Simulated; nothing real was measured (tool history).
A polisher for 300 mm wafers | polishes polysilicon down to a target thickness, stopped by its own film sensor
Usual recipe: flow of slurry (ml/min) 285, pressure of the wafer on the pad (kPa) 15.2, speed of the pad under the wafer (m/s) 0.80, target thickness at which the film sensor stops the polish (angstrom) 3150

run	day	flow of slurry (ml/min)	pressure of the wafer on the pad (kPa)	speed of the pad under the wafer (m/s)	target thickness at which the film sensor stops the polish (angstrom)	incoming thickness of the incoming film, nm	time until the film sensor stopped the polish (s)
1	0.000	285	15.2	0.80	3150	541.2	34.3
2	1.058	285	15.2	0.80	3150	552.2	35.6
3	2.442	285	15.2	0.80	3150	528.1	32.1
4	4.975	285	15.2	0.80	3150	544.7	35.3
# day 6.179: worn pad replaced by a new one
5	6.733	250	15.2	0.80	3150	550.9	36.5
6	8.771	285	15.2	0.80	3150	531.9	33.7
# day 10.254: slurry nozzle cleaned
7	10.867	285	15.2	0.80	3150	538.4	34.2
8	13.292	285	19.3	0.80	3150	548.7	30.0
9	14.346	285	19.3	0.80	3150	536.3	29.0
10	16.062	285	15.2	0.94	3150	541.6	29.3
# day 17.162: worn pad replaced by a new one
11	17.721	285	15.2	0.94	3150	536.3	29.0
12	21.317	285	15.2	0.94	3150	544.2	30.6
# day 22.033: slurry nozzle cleaned
13	22.804	285	15.2	0.80	3530	542.1	28.4
14	23.971	285	15.2	0.80	3150	538.4	33.0
# day 25.083: head pressure recalibrated
15	26.258	285	15.2	0.60	3150	540.8	45.9
# day 28.162: worn pad replaced by a new one
16	29.217	355	11.7	0.80	3150	538.8	38.7
17	30.333	285	16.5	0.98	3930	532.1	16.9
18	31.412	375	15.2	0.80	2560	539.1	42.2
# day 34.079: slurry nozzle cleaned
19	34.133	285	11.7	0.80	3150	533.4	37.9
20	35.667	190	11.7	0.98	2410	535.5	44.2
# day 38.129: worn pad replaced by a new one
21	38.667	285	15.2	0.64	2850	535.6	47.4

Expected results for the next run?
22	40.696	240	15.2	0.80	3670	542.2	?

Logged for run 22: time until the film sensor stopped the polish (s) 27.6.
Had the tool carried no hidden state, the very same run would have given time until the film sensor stopped the polish (s) 27.2.
